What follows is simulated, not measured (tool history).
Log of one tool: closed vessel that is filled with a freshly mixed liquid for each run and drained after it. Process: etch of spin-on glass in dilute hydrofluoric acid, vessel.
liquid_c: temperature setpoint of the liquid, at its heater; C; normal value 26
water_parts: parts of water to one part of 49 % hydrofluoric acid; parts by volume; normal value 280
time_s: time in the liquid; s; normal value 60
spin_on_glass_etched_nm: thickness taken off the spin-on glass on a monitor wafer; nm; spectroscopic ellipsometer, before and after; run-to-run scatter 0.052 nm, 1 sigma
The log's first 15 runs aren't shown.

run	hour	liquid_c	water_parts	time_s	wafers since the last listed run	hours since the thermometer was replaced	hours since the hydrofluoric acid flow meter was replaced	hours since the gauge calibration	read-back film thickness of the spin-on glass reference wafer, read on the same gauge (nm)	spin_on_glass_etched_nm
16	378.2	29.5	280	60	2722	1109.4	1699.1	249.7	99.99	6.29
17	403.7	29.5	280	60	3615	1134.9	1724.6	275.2	100	6.3
# hour 418.1: thermometer replaced
18	421.9	23	225	80	2438	3.8	1742.8	293.4	99.97	8.15
19	435.2	28	280	60	1885	17.1	1756.1	306.7	100	5.45
20	462.1	27.5	280	60	3813	44	1783	333.6	100.03	5.42
21	489.5	26	280	60	3884	71.4	1810.4	361	99.99	5.16
22	511.4	26	280	45	3104	93.3	1832.3	382.9	100.02	3.89
23	588.7	22	190	60	10959	170.6	1909.6	460.2	100	7.36
24	612.2	26	345	45	3331	194.1	1933.1	483.7	100	2.82
25	647.9	26	320	60	5061	229.8	1968.8	519.4	100	4.22
26	664.7	22	400	75	2381	246.6	1985.6	536.2	100.03	3.46
27	688.3	29.5	280	60	3345	270.2	2009.2	559.8	99.99	5.73
# hour 701.1: hydrofluoric acid flow meter replaced
28	717.6	24.5	230	45	4012	299.5	16.5	589.1	100.02	5.67
# hour 735.6: gauge calibrated
29	740.8	26	280	75	3289	322.7	39.7	5.2	100.02	7.71
30	763.5	22.5	215	40	3218	345.4	62.4	27.9	100	5.16
31	792.7	26	280	60	4139	374.6	91.6	57.1	100	6.26
32	824.2	26	280	60	4465	406.1	123.1	88.6	100.02	6.17
33	905.3	26	240	75	11497	487.2	204.2	169.7	100.03	9.36
34	933.7	31	280	70	4026	515.6	232.6	198.1	100	8.5
35	947.7	27.5	280	90	1984	529.6	246.6	212.1	100.02	9.76

Branching from run 35: 3 alternative next runs. What would each branch give?
A	948.4	26	345	60	99	530.3	247.3	212.8	?	?
B	948.4	21.5	280	40	99	530.3	247.3	212.8	?	?
C	948.4	27.5	330	90	99	530.3	247.3	212.8	?	?

run	read-back film thickness of the spin-on glass reference wafer, read on the same gauge (nm)	spin_on_glass_etched_nm
A	99.99	4.67
B	99.99	3.52
C	99.99	7.8
What these runs would have given with no unlogged condition in the tool:
run	spin_on_glass_etched_nm
A	4.6
B	3.44
C	7.69

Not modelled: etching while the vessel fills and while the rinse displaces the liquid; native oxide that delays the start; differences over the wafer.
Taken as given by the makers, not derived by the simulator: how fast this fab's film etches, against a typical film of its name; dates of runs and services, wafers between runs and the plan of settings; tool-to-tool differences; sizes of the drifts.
